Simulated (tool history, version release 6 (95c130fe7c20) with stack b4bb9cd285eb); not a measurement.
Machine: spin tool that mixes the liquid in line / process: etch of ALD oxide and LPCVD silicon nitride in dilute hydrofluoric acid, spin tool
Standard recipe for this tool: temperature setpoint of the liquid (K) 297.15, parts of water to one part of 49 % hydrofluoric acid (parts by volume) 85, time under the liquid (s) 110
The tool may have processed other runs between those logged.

run   hour  temperature setpoint of the liquid (K)  parts of water to one part of 49 % hydrofluoric acid (parts by volume)  time under the liquid (s)  wafers since the last listed run  hours since the thermometer was replaced  hours since the hydrofluoric acid flow meter was replaced  hours since the gauge calibration  read-back film thickness of the ALD oxide reference wafer, read on the same gauge (nm)  read-back film thickness of the LPCVD silicon nitride reference wafer, read on the same gauge (nm)  thickness taken off the ALD oxide on a monitor wafer (Å)  thickness taken off the LPCVD silicon nitride on a monitor wafer (Å)
  1      0                                  297.15                                                                      85                        110                                 0                                     862.2                                                      323.4                              377.2                                                                                   39.99                                                                                              49.964                                                     445.5                                                                  6.23
  2   15.6                                  297.15                                                                      85                        110                               137                                     877.8                                                        339                              392.8                                                                                   40.01                                                                                              49.975                                                     446.1                                                                  6.46
  3   21.9                                  297.15                                                                      85                        110                                55                                     884.1                                                      345.3                              399.1                                                                                   40.01                                                                                              50.059                                                     448.3                                                                   6.1
  4   28.7                                  299.15                                                                      85                         95                                60                                     890.9                                                      352.1                              405.9                                                                                   39.98                                                                                              49.964                                                     416.9                                                                  5.71
  5   35.9                                  297.15                                                                      85                        145                                63                                     898.1                                                      359.3                              413.1                                                                                   39.99                                                                                               49.99                                                     585.9                                                                  8.06
  6     47                                  297.15                                                                      85                        145                                98                                     909.2                                                      370.4                              424.2                                                                                   40.03                                                                                              50.026                                                     597.1                                                                   7.9
      62.1  -- hydrofluoric acid flow meter replaced
  7   62.6                                  297.15                                                                      85                         80                               128                                     924.8                                                        0.5                              439.8                                                                                   39.99                                                                                              50.021                                                       327                                                                  4.44
  8     72                                  297.15                                                                      60                        110                                83                                     934.2                                                        9.9                              449.2                                                                                   40.05                                                                                              49.983                                                       661                                                                  8.16
  9   82.5                                  300.65                                                                      85                        110                                92                                     944.7                                                       20.4                              459.7                                                                                   40.01                                                                                              50.011                                                     506.2                                                                  7.97
 10   95.1                                  300.15                                                                      65                         70                               111                                     957.3                                                         33                              472.3                                                                                   39.99                                                                                                  50                                                     428.1                                                                  6.62
 11  112.5                                  297.15                                                                      55                        160                               153                                     974.7                                                       50.4                              489.7                                                                                   39.99                                                                                              50.018                                                    1043.9                                                                 13.58
 12  122.7                                  297.15                                                                      85                         80                                90                                     984.9                                                       60.6                              499.9                                                                                   39.98                                                                                              50.011                                                     320.3                                                                  4.76
 13  136.6                                  297.15                                                                      85                        110                               122                                     998.8                                                       74.5                              513.8                                                                                   40.05                                                                                              50.002                                                       449                                                                  6.42
 14  146.3                                  297.15                                                                     115                        110                                85                                    1008.5                                                       84.2                              523.5                                                                                   40.04                                                                                              49.981                                                     316.3                                                                  4.99
 15  153.9                                  293.15                                                                      85                        110                                67                                    1016.1                                                       91.8                              531.1                                                                                   39.98                                                                                              49.991                                                     376.3                                                                  5.04
       154  -- gauge calibrated
     170.1  -- thermometer replaced
 16  170.6                                  292.15                                                                      65                        110                               138                                       0.5                                                      108.5                               16.6                                                                                   39.98                                                                                              50.023                                                     483.8                                                                  6.07
 17  185.6                                  292.65                                                                     110                         55                               132                                      15.5                                                      123.5                               31.6                                                                                   40.02                                                                                              49.999                                                       140                                                                  1.75
 18  197.8                                  297.15                                                                      55                        110                               107                                      27.7                                                      135.7                               43.8                                                                                   40.01                                                                                              49.985                                                     719.4                                                                  9.65
 19  212.2                                  301.65                                                                     105                        175                               127                                      42.1                                                      150.1                               58.2                                                                                   40.01                                                                                              50.009                                                     668.5                                                                 11.05
 20  228.7                                  297.15                                                                      85                        110                               145                                      58.6                                                      166.6                               74.7                                                                                   40.01                                                                                              50.004                                                     441.7                                                                   6.3
 21  235.4                                  294.15                                                                      85                        110                                59                                      65.3                                                      173.3                               81.4                                                                                      40                                                                                              50.032                                                     395.5                                                                  5.06
 22  251.3                                  297.15                                                                     120                         55                               140                                      81.2                                                      189.2                               97.3                                                                                      40                                                                                              50.041                                                     150.2                                                                  2.29
 23  302.8                                  297.15                                                                      85                        110                               454                                     132.7                                                      240.7                              148.8                                                                                   40.06                                                                                              49.986                                                     453.2                                                                  5.97
 24  317.4                                  294.15                                                                      85                         60                               128                                     147.3                                                      255.3                              163.4                                                                                   40.06                                                                                              50.013                                                     216.3                                                                  2.82
 25  326.8                                  294.65                                                                     110                         55                                83                                     156.7                                                      264.7                              172.8                                                                                   39.97                                                                                              49.998                                                     150.8                                                                  2.02
 26  336.3                                  297.15                                                                      85                        110                                83                                     166.2                                                      274.2                              182.3                                                                                   40.03                                                                                              49.996                                                     443.8                                                                  6.26

How the hidden state differs across the entries between the runs, from the last listed run before each to the first after it:
Logged between run 6 and run 7: hydrofluoric acid flow meter replaced (hour 62.1)
  nothing in the hidden state changes from one run to the other
Logged between run 15 and run 16: gauge calibrated (hour 154); thermometer replaced (hour 170.1)
  nothing in the hidden state changes from one run to the other
